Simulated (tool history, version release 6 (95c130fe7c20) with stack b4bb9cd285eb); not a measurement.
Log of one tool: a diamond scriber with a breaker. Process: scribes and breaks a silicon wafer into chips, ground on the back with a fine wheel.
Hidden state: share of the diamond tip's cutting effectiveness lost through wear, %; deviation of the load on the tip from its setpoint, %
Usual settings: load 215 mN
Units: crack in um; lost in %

run	hour	load	wafers since the last listed run	hours since the diamond tip was replaced	hours since the load on the tip was calibrated	incoming depth of the damage left on the back of the incoming wafer, um	crack	lost
1	0.0	215	0	540.8	574.9	2.91	11.91	3.82
2	84.3	215	356	625.1	659.2	1.75	12.04	3.28
3	139.9	177	235	680.7	714.8	2.76	10.28	14.79
4	208.7	215	290	749.5	783.6	2.42	11.47	5.38
5	246.5	243	159	787.3	821.4	1.54	12.55	2.09
6	286.2	247	167	827.0	861.1	2.50	12.18	2.63
7	324.8	247	163	865.6	899.7	2.13	12.10	2.83
8	365.9	247	173	906.7	940.8	2.54	12.38	3.79
# hour 384.6: load on the tip recalibrated
# hour 444.1: diamond tip replaced by a new one, of another model than before
9	467.2	167	411	23.1	82.6	2.94	11.17	7.25
10	543.9	215	324	99.8	159.3	2.31	12.25	2.34
11	598.5	215	230	154.4	213.9	1.90	13.33	2.11
12	636.0	250	158	191.9	251.4	2.31	14.14	2.55
13	713.8	156	329	269.7	329.2	2.33	10.93	9.71
14	792.8	153	334	348.7	408.2	2.59	10.45	12.12
15	859.6	188	282	415.5	475.0	1.50	11.65	4.59
16	931.2	241	302	487.1	546.6	1.83	13.38	1.90

Forecast each of these 5 alternatives for the next run:
A	931.7	158	2	487.6	547.1	2.97	?	?
B	931.7	235	2	487.6	547.1	2.97	?	?
C	931.7	185	2	487.6	547.1	2.97	?	?
D	931.7	193	2	487.6	547.1	2.97	?	?
E	931.7	192	2	487.6	547.1	2.97	?	?

run	crack	lost
A	10.15	13.07
B	12.43	3.06
C	10.97	7.54
D	11.21	6.36
E	11.18	6.50
Without the tool's hidden state the same runs would have given:
run	crack	lost
A	10.90	7.94
B	13.35	3.11
C	11.79	4.27
D	12.05	3.65
E	12.01	3.72
